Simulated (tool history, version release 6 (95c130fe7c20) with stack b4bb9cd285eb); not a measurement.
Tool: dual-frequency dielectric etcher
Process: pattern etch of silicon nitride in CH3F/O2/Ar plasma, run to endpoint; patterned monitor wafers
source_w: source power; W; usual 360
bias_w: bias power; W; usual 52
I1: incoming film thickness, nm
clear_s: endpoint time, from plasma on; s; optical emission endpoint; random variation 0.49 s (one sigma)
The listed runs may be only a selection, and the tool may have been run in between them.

{"run": 1, "hour": 0.0, "source_w": 400, "bias_w": 58, "I1": 35.72, "clear_s": 51.3}
{"run": 2, "hour": 77.3, "source_w": 400, "bias_w": 58, "I1": 35.84, "clear_s": 50.6}
{"run": 3, "hour": 181.0, "source_w": 320, "bias_w": 60, "I1": 35.66, "clear_s": 54.4}
{"run": 4, "hour": 256.7, "source_w": 320, "bias_w": 60, "I1": 35.99, "clear_s": 55.0}
{"run": 5, "hour": 335.9, "source_w": 320, "bias_w": 60, "I1": 36.07, "clear_s": 54.5}
{"hour": 369.6, "done": "wet clean of the chamber"}
{"run": 6, "hour": 423.8, "source_w": 290, "bias_w": 52, "I1": 35.99, "clear_s": 62.2}
{"hour": 499.3, "done": "upper electrode replaced"}
{"run": 7, "hour": 613.8, "source_w": 290, "bias_w": 52, "I1": 35.86, "clear_s": 61.4}
{"hour": 701.9, "done": "bias power generator calibrated"}
{"run": 8, "hour": 721.8, "source_w": 290, "bias_w": 52, "I1": 35.49, "clear_s": 59.8}
{"run": 9, "hour": 782.6, "source_w": 380, "bias_w": 42, "I1": 35.8, "clear_s": 56.3}
{"run": 10, "hour": 879.4, "source_w": 360, "bias_w": 52, "I1": 35.8, "clear_s": 54.4}
{"run": 11, "hour": 937.4, "source_w": 360, "bias_w": 52, "I1": 35.7, "clear_s": 53.3}
{"hour": 948.5, "done": "source power generator calibrated"}
{"run": 12, "hour": 1003.4, "source_w": 420, "bias_w": 43, "I1": 35.8, "clear_s": 54.4}
{"hour": 1039.6, "done": "wet clean of the chamber"}
{"run": 13, "hour": 1108.3, "source_w": 330, "bias_w": 47, "I1": 35.85, "clear_s": 59.6}
{"run": 14, "hour": 1146.9, "source_w": 360, "bias_w": 52, "I1": 35.71, "clear_s": 56.1}
{"run": 15, "hour": 1217.0, "source_w": 280, "bias_w": 44, "I1": 35.41, "clear_s": 63.8}
{"run": 16, "hour": 1265.4, "source_w": 360, "bias_w": 52, "I1": 35.48, "clear_s": 54.7}
{"run": 17, "hour": 1339.6, "source_w": 360, "bias_w": 52, "I1": 35.3, "clear_s": 53.6}
{"run": 18, "hour": 1389.3, "source_w": 360, "bias_w": 52, "I1": 35.84, "clear_s": 54.7}
{"run": 19, "hour": 1442.7, "source_w": 410, "bias_w": 62, "I1": 35.7, "clear_s": 49.2}
{"run": 20, "hour": 1544.9, "source_w": 440, "bias_w": 65, "I1": 35.95, "clear_s": 46.4}
{"run": 21, "hour": 1634.8, "source_w": 360, "bias_w": 52, "I1": 35.62, "clear_s": 53.2}
{"run": 22, "hour": 1697.2, "source_w": 430, "bias_w": 52, "I1": 35.9, "clear_s": 49.9}
{"run": 23, "hour": 1779.9, "source_w": 360, "bias_w": 52, "I1": 35.71, "clear_s": 53.1}
{"hour": 1862.6, "done": "wet clean of the chamber"}
{"run": 24, "hour": 1936.6, "source_w": 430, "bias_w": 64, "I1": 35.77, "clear_s": 49.0}
{"run": 25, "hour": 1988.1, "source_w": 390, "bias_w": 42, "I1": 35.75, "clear_s": 58.9}
{"run": 26, "hour": 2090.2, "source_w": 330, "bias_w": 64, "I1": 35.66, "clear_s": 54.2}
{"run": 27, "hour": 2136.6, "source_w": 360, "bias_w": 52, "I1": 35.96, "clear_s": 55.3}
{"run": 28, "hour": 2229.7, "source_w": 300, "bias_w": 61, "I1": 35.42, "clear_s": 55.4}
{"run": 29, "hour": 2266.2, "source_w": 420, "bias_w": 61, "I1": 35.95, "clear_s": 49.6}
{"run": 30, "hour": 2343.9, "source_w": 290, "bias_w": 59, "I1": 35.54, "clear_s": 57.3}
{"run": 31, "hour": 2380.6, "source_w": 400, "bias_w": 52, "I1": 35.53, "clear_s": 52.5}
{"run": 32, "hour": 2456.6, "source_w": 360, "bias_w": 44, "I1": 35.78, "clear_s": 58.1}
{"run": 33, "hour": 2548.3, "source_w": 360, "bias_w": 52, "I1": 35.48, "clear_s": 53.3}
{"hour": 2627.8, "done": "wet clean of the chamber"}
{"run": 34, "hour": 2628.3, "source_w": 360, "bias_w": 52, "I1": 35.39, "clear_s": 56.0}

Below are 5 alternative next runs, each starting from the tool's condition after run 34. Predict each:
{"run": "A", "hour": 2628.7, "source_w": 360, "bias_w": 45, "I1": 35.87, "clear_s": "?"}
{"run": "B", "hour": 2628.7, "source_w": 310, "bias_w": 45, "I1": 35.87, "clear_s": "?"}
{"run": "C", "hour": 2628.7, "source_w": 300, "bias_w": 52, "I1": 35.87, "clear_s": "?"}
{"run": "D", "hour": 2628.7, "source_w": 320, "bias_w": 62, "I1": 35.87, "clear_s": "?"}
{"run": "E", "hour": 2628.7, "source_w": 360, "bias_w": 60, "I1": 35.87, "clear_s": "?"}

run=A clear_s=60.3
run=B clear_s=64.1
run=C clear_s=62.0
run=D clear_s=56.9
run=E clear_s=54.9
Without the tool's unlogged condition, the same runs would have read:
run=A clear_s=60.6
run=B clear_s=64.5
run=C clear_s=62.4
run=D clear_s=57.3
run=E clear_s=55.2
